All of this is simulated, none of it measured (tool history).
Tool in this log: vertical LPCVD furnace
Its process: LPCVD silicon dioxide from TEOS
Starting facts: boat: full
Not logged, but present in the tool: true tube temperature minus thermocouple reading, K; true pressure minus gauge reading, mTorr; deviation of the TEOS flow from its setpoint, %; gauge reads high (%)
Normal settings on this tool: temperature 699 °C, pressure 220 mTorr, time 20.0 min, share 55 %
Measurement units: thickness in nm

run	hour	temperature	pressure	time	share	wafers since the last listed run	hours since the last temperature calibration	hours since the pressure gauge was zeroed	hours since the TEOS flow controller was replaced	hours since the gauge calibration	read-back reference wafer on the same gauge, thickness	thickness
1	0.0	699	220	20.0	55	0	794.1	1155.4	5150.3	1520.0	99.00	111.35
2	42.3	699	220	20.0	55	377	836.4	1197.7	5192.6	1562.3	99.03	111.38
3	81.4	699	190	20.0	55	348	875.5	1236.8	5231.7	1601.4	99.11	103.34
4	171.6	699	190	20.0	55	803	965.7	1327.0	5321.9	1691.6	99.08	103.92
5	248.5	699	235	20.0	55	685	1042.6	1403.9	5398.8	1768.5	99.06	115.19
6	316.0	699	235	20.0	55	601	1110.1	1471.4	5466.3	1836.0	98.94	115.56
7	357.8	699	235	20.0	55	372	1151.9	1513.2	5508.1	1877.8	99.02	115.81
8	439.7	699	220	20.0	55	729	1233.8	1595.1	5590.0	1959.7	99.11	111.70
9	536.1	692	240	20.0	55	859	1330.2	1691.5	5686.4	2056.1	99.07	99.15
10	602.4	699	220	20.0	55	590	1396.5	1757.8	5752.7	2122.4	99.00	112.18
11	642.1	699	220	20.0	55	353	1436.2	1797.5	5792.4	2162.1	99.03	111.70
# hour 799.2: pressure gauge zeroed
12	824.8	699	175	20.0	55	1414	1618.9	25.6	5975.1	2344.8	99.02	99.31
13	930.3	699	220	20.0	55	940	1724.4	131.1	6080.6	2450.3	98.96	111.97
# hour 965.3: TEOS flow controller replaced
14	982.5	711	220	20.0	49	251	1776.6	183.3	17.2	2502.5	98.94	136.93
15	1053.4	699	220	20.0	55	631	1847.5	254.2	88.1	2573.4	99.00	110.22
# hour 1099.6: gauge calibrated
16	1149.2	699	220	20.0	55	853	1943.3	350.0	183.9	49.6	99.03	110.67
17	1251.1	699	220	24.5	45	908	2045.2	451.9	285.8	151.5	99.07	122.39
18	1349.3	694	220	20.0	55	875	2143.4	550.1	384.0	249.7	98.99	98.31
# hour 1389.0: thermocouples replaced and temperature profile calibrated
19	1423.6	699	220	20.0	55	448	34.6	624.4	458.3	324.0	99.00	109.58
20	1461.0	692	165	17.5	51	333	72.0	661.8	495.7	361.4	99.02	68.23
21	1505.8	709	220	20.0	55	399	116.8	706.6	540.5	406.2	98.96	138.70
22	1576.1	691	220	20.0	60	626	187.1	776.9	610.8	476.5	98.99	95.57
23	1617.2	692	165	17.5	51	366	228.2	818.0	651.9	517.6	99.01	68.19
24	1687.4	699	245	20.0	55	625	298.4	888.2	722.1	587.8	99.17	116.31
25	1779.1	707	180	20.0	64	817	390.1	979.9	813.8	679.5	98.96	129.26
26	1863.7	690	220	27.0	55	754	474.7	1064.5	898.4	764.1	99.02	120.23
27	1946.0	703	220	23.5	48	733	557.0	1146.8	980.7	846.4	99.11	133.37
28	2264.8	689	250	24.5	55	2841	875.8	1465.6	1299.5	1165.2	98.90	113.71
29	2533.5	704	240	13.0	48	2394	1144.5	1734.3	1568.2	1433.9	98.88	78.76
30	2595.0	708	175	12.0	63	548	1206.0	1795.8	1629.7	1495.4	98.98	77.25
31	2685.2	699	220	20.0	55	803	1296.2	1886.0	1719.9	1585.6	99.03	109.91
32	2752.6	699	220	20.0	55	600	1363.6	1953.4	1787.3	1653.0	98.93	110.09

What would each run have given without the hidden state, its run-to-run variation left as it was?
run	thickness
1	109.97
2	109.97
3	102.02
4	102.55
5	113.63
6	113.96
7	114.19
8	110.09
9	97.67
10	110.48
11	109.98
12	97.69
13	110.09
14	136.87
15	110.18
16	110.63
17	122.33
18	98.27
19	109.53
20	68.20
21	138.63
22	95.53
23	68.15
24	116.24
25	129.19
26	120.14
27	133.24
28	113.58
29	78.62
30	77.15
31	109.72
32	109.89
